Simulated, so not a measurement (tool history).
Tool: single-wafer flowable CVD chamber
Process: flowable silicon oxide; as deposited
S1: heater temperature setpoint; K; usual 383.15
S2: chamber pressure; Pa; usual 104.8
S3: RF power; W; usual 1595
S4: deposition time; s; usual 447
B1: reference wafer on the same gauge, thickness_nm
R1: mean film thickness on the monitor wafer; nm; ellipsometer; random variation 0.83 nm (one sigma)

{"run": 1, "hour": 0.0, "S1": 383.15, "S2": 104.8, "S3": 1595, "S4": 447, "B1": 140.054, "R1": 157.386}
{"run": 2, "hour": 14.0, "S1": 383.15, "S2": 104.8, "S3": 1595, "S4": 447, "B1": 140.096, "R1": 158.442}
{"run": 3, "hour": 26.4, "S1": 383.15, "S2": 104.8, "S3": 1595, "S4": 423, "B1": 140.041, "R1": 149.713}
{"hour": 38.3, "done": "thermocouple changed; heater temperature recalibrated"}
{"hour": 44.6, "done": "capacitance manometer re-zeroed and calibrated"}
{"run": 4, "hour": 45.1, "S1": 383.15, "S2": 104.8, "S3": 1595, "S4": 423, "B1": 140.158, "R1": 162.758}
{"run": 5, "hour": 55.4, "S1": 383.15, "S2": 104.8, "S3": 1595, "S4": 447, "B1": 139.808, "R1": 172.767}
{"hour": 60.9, "done": "gauge calibrated"}
{"hour": 71.8, "done": "RF generator calibrated"}
{"run": 6, "hour": 72.3, "S1": 383.15, "S2": 104.8, "S3": 1595, "S4": 447, "B1": 140.043, "R1": 172.066}
{"run": 7, "hour": 86.2, "S1": 383.15, "S2": 104.8, "S3": 1595, "S4": 363, "B1": 139.894, "R1": 139.406}
{"run": 8, "hour": 103.7, "S1": 383.15, "S2": 95.7, "S3": 1595, "S4": 447, "B1": 139.91, "R1": 162.443}
{"run": 9, "hour": 112.6, "S1": 383.15, "S2": 104.8, "S3": 1890, "S4": 447, "B1": 139.89, "R1": 178.054}
{"run": 10, "hour": 120.7, "S1": 383.15, "S2": 95.7, "S3": 1595, "S4": 447, "B1": 139.984, "R1": 162.213}
{"run": 11, "hour": 130.9, "S1": 383.15, "S2": 104.8, "S3": 1385, "S4": 403, "B1": 139.733, "R1": 151.126}
{"run": 12, "hour": 148.1, "S1": 383.15, "S2": 112.4, "S3": 1720, "S4": 479, "B1": 140.031, "R1": 197.346}
{"run": 13, "hour": 159.1, "S1": 397.15, "S2": 83.5, "S3": 1420, "S4": 404, "B1": 140.231, "R1": 89.988}
{"run": 14, "hour": 168.9, "S1": 395.15, "S2": 93.5, "S3": 1595, "S4": 390, "B1": 140.308, "R1": 100.964}
{"run": 15, "hour": 185.9, "S1": 383.15, "S2": 92.8, "S3": 1705, "S4": 447, "B1": 140.008, "R1": 161.552}
{"run": 16, "hour": 202.8, "S1": 383.15, "S2": 104.8, "S3": 1855, "S4": 395, "B1": 140.028, "R1": 156.003}
{"run": 17, "hour": 213.6, "S1": 383.15, "S2": 104.8, "S3": 1595, "S4": 447, "B1": 139.878, "R1": 173.139}
{"run": 18, "hour": 219.9, "S1": 383.15, "S2": 96.5, "S3": 1320, "S4": 447, "B1": 139.95, "R1": 154.938}
{"run": 19, "hour": 235.5, "S1": 383.15, "S2": 104.8, "S3": 1595, "S4": 447, "B1": 139.916, "R1": 171.921}
{"run": 20, "hour": 246.1, "S1": 395.15, "S2": 104.8, "S3": 1325, "S4": 447, "B1": 140.166, "R1": 117.879}
{"run": 21, "hour": 261.2, "S1": 383.15, "S2": 104.8, "S3": 1595, "S4": 447, "B1": 140.118, "R1": 173.398}
{"run": 22, "hour": 274.6, "S1": 396.15, "S2": 104.8, "S3": 1855, "S4": 486, "B1": 139.776, "R1": 137.302}
{"run": 23, "hour": 282.7, "S1": 383.15, "S2": 104.8, "S3": 1595, "S4": 447, "B1": 140.106, "R1": 173.031}
{"run": 24, "hour": 293.7, "S1": 383.15, "S2": 104.8, "S3": 1595, "S4": 447, "B1": 140.091, "R1": 171.574}
{"run": 25, "hour": 306.0, "S1": 378.15, "S2": 115.5, "S3": 1595, "S4": 447, "B1": 139.978, "R1": 211.023}
{"run": 26, "hour": 314.6, "S1": 370.15, "S2": 119.3, "S3": 1595, "S4": 496, "B1": 140.016, "R1": 305.368}
{"run": 27, "hour": 326.4, "S1": 388.15, "S2": 104.8, "S3": 1715, "S4": 447, "B1": 139.983, "R1": 151.995}

Forecast each of these 5 alternatives for the next run:
{"run": "A", "hour": 326.9, "S1": 383.15, "S2": 104.8, "S3": 1595, "S4": 447, "B1": "?", "R1": "?"}
{"run": "B", "hour": 326.9, "S1": 383.15, "S2": 126.5, "S3": 1595, "S4": 413, "B1": "?", "R1": "?"}
{"run": "C", "hour": 326.9, "S1": 383.15, "S2": 97.9, "S3": 1595, "S4": 369, "B1": "?", "R1": "?"}
{"run": "D", "hour": 326.9, "S1": 383.15, "S2": 104.8, "S3": 1755, "S4": 533, "B1": "?", "R1": "?"}
{"run": "E", "hour": 326.9, "S1": 372.15, "S2": 116.4, "S3": 1595, "S4": 447, "B1": "?", "R1": "?"}

run=A B1=139.97 R1=171.844
run=B B1=139.97 R1=180.637
run=C B1=139.97 R1=135.6
run=D B1=139.97 R1=209.279
run=E B1=139.97 R1=254.538
Without the tool's hidden state the same runs would have given:
run=A R1=172.216
run=B R1=181.028
run=C R1=135.893
run=D R1=209.732
run=E R1=255.133

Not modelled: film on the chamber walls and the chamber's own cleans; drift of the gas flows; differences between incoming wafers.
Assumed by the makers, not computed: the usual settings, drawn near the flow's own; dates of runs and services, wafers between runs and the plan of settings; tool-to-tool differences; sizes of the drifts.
